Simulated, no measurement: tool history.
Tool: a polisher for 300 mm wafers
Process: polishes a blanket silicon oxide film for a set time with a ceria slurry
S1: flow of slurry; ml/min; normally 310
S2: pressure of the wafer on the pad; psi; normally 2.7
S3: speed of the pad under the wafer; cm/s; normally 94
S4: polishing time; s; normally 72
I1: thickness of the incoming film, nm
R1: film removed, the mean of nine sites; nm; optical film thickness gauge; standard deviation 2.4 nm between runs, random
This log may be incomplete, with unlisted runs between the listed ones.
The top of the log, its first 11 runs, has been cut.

Run 12, day 5.188: usual settings but S1 370 ml/min; I1 1824.7. Result: R1 272.2 nm.
Run 13, day 5.608: usual settings but S1 370 ml/min; I1 1806.3. Result: R1 265.3 nm.
Run 14, day 6.304: usual settings; I1 1837.0. Result: R1 264.6 nm.
Run 15, day 6.854: usual settings; I1 1783.5. Result: R1 262.5 nm.
Run 16, day 7.575: usual settings; I1 1803.7. Result: R1 260.8 nm.
Run 17, day 7.862: usual settings; I1 1780.4. Result: R1 259.2 nm.
Run 18, day 8.317: usual settings but S2 3.4 psi, S3 64 cm/s; I1 1829.4. Result: R1 229.9 nm.
At day 8.712: worn pad replaced by a new one.
Run 19, day 8.733: usual settings but S1 250 ml/min, S2 3.5 psi, S3 110 cm/s, S4 57 s; I1 1804.0. Result: R1 296.5 nm.

For run 20, what comes out?
Run 20, day 8.971: usual settings; I1 1828.1. Result: R1 ?.

R1: 268.6 nm
Take away the tool's hidden state, keep the run-to-run variation as it was, and the same run would have given R1 297.5 nm.
